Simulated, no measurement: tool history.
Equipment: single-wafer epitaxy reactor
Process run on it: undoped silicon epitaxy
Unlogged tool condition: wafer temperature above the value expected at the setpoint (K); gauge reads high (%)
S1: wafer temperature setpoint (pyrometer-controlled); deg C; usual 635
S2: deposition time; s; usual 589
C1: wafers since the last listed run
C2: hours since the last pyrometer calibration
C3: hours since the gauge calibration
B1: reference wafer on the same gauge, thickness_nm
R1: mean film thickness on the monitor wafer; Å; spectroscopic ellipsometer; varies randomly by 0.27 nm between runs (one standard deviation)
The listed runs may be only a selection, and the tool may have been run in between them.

{"run": 1, "hour": 0.0, "S1": 631, "S2": 518, "C1": 0, "C2": 827.8, "C3": 671.1, "B1": 67.61, "R1": 628.22}
{"run": 2, "hour": 42.4, "S1": 625, "S2": 647, "C1": 142, "C2": 870.2, "C3": 713.5, "B1": 67.642, "R1": 673.86}
{"run": 3, "hour": 146.7, "S1": 625, "S2": 647, "C1": 350, "C2": 974.5, "C3": 817.8, "B1": 67.595, "R1": 674.7}
{"run": 4, "hour": 236.1, "S1": 625, "S2": 647, "C1": 300, "C2": 1063.9, "C3": 907.2, "B1": 67.634, "R1": 668.98}
{"run": 5, "hour": 363.1, "S1": 635, "S2": 589, "C1": 426, "C2": 1190.9, "C3": 1034.2, "B1": 67.615, "R1": 778.3}
{"run": 6, "hour": 444.0, "S1": 642, "S2": 502, "C1": 271, "C2": 1271.8, "C3": 1115.1, "B1": 67.561, "R1": 780.78}
{"hour": 446.0, "done": "gauge calibrated"}
{"run": 7, "hour": 537.3, "S1": 635, "S2": 589, "C1": 313, "C2": 1365.1, "C3": 91.3, "B1": 67.634, "R1": 775.35}
{"run": 8, "hour": 603.3, "S1": 635, "S2": 589, "C1": 221, "C2": 1431.1, "C3": 157.3, "B1": 67.597, "R1": 774.58}
{"run": 9, "hour": 656.3, "S1": 646, "S2": 509, "C1": 178, "C2": 1484.1, "C3": 210.3, "B1": 67.576, "R1": 870.32}
{"hour": 742.7, "done": "pyrometer calibrated"}
{"run": 10, "hour": 756.7, "S1": 635, "S2": 558, "C1": 310, "C2": 14.0, "C3": 310.7, "B1": 67.605, "R1": 758.46}

Expected results for the next run?
{"run": 11, "hour": 843.9, "S1": 635, "S2": 654, "C1": 292, "C2": 101.2, "C3": 397.9, "B1": "?", "R1": "?"}

B1: 67.578
R1: 889.39 Å
Minus the tool's unlogged condition, the same run would have read R1 889.31 Å.
